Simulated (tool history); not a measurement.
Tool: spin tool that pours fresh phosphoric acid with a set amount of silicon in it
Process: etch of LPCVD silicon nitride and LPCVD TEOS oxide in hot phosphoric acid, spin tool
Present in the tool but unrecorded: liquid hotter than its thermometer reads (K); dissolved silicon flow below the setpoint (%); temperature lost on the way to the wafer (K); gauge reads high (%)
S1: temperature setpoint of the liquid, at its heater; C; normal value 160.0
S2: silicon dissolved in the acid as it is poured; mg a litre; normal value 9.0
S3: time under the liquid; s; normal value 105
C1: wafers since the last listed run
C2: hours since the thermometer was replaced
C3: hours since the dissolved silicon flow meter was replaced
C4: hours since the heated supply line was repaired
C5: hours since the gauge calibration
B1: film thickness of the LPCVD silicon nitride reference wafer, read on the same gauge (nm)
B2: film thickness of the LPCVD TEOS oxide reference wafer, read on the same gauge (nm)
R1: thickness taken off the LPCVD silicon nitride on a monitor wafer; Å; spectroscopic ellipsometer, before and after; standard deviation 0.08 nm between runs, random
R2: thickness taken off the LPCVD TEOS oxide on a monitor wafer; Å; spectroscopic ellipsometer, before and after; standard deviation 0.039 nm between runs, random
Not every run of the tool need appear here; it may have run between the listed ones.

run,hour,S1,S2,S3,C1,C2,C3,C4,C5,B1,B2,R1,R2
1,0.0,162.5,9.0,105,0,136.8,241.5,253.3,52.7,130.00,30.030,103.7,5.63
2,34.1,162.5,9.0,105,245,170.9,275.6,287.4,86.8,129.99,30.014,102.0,5.97
3,83.0,160.0,9.0,105,352,219.8,324.5,336.3,135.7,130.02,30.034,95.3,5.64
4,139.6,161.0,3.0,105,407,276.4,381.1,392.9,192.3,129.98,30.033,97.3,5.84
5,190.6,160.0,9.0,105,367,327.4,432.1,443.9,243.3,129.99,30.002,94.3,4.65
6,246.3,157.0,6.5,80,401,383.1,487.8,499.6,299.0,129.99,29.984,66.4,3.14
7,311.8,160.0,9.0,105,471,448.6,553.3,565.1,364.5,129.98,29.988,93.8,5.19
8,339.9,160.0,9.0,80,202,476.7,581.4,593.2,392.6,130.01,30.020,72.0,3.99
9,387.5,162.5,14.0,60,342,524.3,629.0,640.8,440.2,129.99,29.975,59.0,2.56
10,428.2,158.0,9.0,105,293,565.0,669.7,681.5,480.9,130.01,30.017,90.1,4.27
11,472.9,160.0,9.0,105,321,609.7,714.4,726.2,525.6,129.99,30.032,94.1,5.07
12,525.0,160.0,9.0,105,375,661.8,766.5,778.3,577.7,129.99,29.981,95.0,6.27
13,550.6,158.0,3.5,165,184,687.4,792.1,803.9,603.3,130.04,30.031,142.3,8.06
14,579.5,157.5,12.5,105,208,716.3,821.0,832.8,632.2,130.00,30.027,87.3,4.13
15,626.1,162.0,9.0,105,335,762.9,867.6,879.4,678.8,130.00,29.989,102.4,6.70
# hour 641.5: dissolved silicon flow meter replaced
16,675.7,160.0,3.0,75,350,812.5,34.2,929.0,728.4,129.97,29.931,69.1,4.16
17,740.3,162.0,9.0,60,465,877.1,98.8,993.6,793.0,130.00,30.028,58.9,3.30
18,805.0,160.0,9.0,105,465,941.8,163.5,1058.3,857.7,130.02,30.017,97.7,5.54
19,839.5,157.5,9.0,105,248,976.3,198.0,1092.8,892.2,130.00,30.030,89.4,4.09
20,871.4,157.5,9.0,140,229,1008.2,229.9,1124.7,924.1,129.99,30.029,117.6,6.50
21,913.7,160.0,5.0,140,304,1050.5,272.2,1167.0,966.4,130.00,30.007,129.4,7.16
22,965.9,162.0,13.0,70,375,1102.7,324.4,1219.2,1018.6,130.00,29.995,68.5,3.93
23,1025.3,162.5,9.0,85,427,1162.1,383.8,1278.6,1078.0,130.00,29.949,86.2,5.24

What if the next run were any one of these 3? Each begins from the tool's condition after run 23:
A,1025.7,160.0,9.0,105,2,1162.5,384.2,1279.0,1078.4,?,?,?,?
B,1025.7,161.5,3.0,85,2,1162.5,384.2,1279.0,1078.4,?,?,?,?
C,1025.7,160.0,9.0,60,2,1162.5,384.2,1279.0,1078.4,?,?,?,?

run,B1,B2,R1,R2
A,130.00,29.999,98.0,5.66
B,130.00,29.999,83.4,5.78
C,130.00,29.999,56.0,3.24
Without the tool's unlogged condition, the same runs would have read:
run,R1,R2
A,93.4,5.10
B,79.5,5.21
C,53.4,2.91
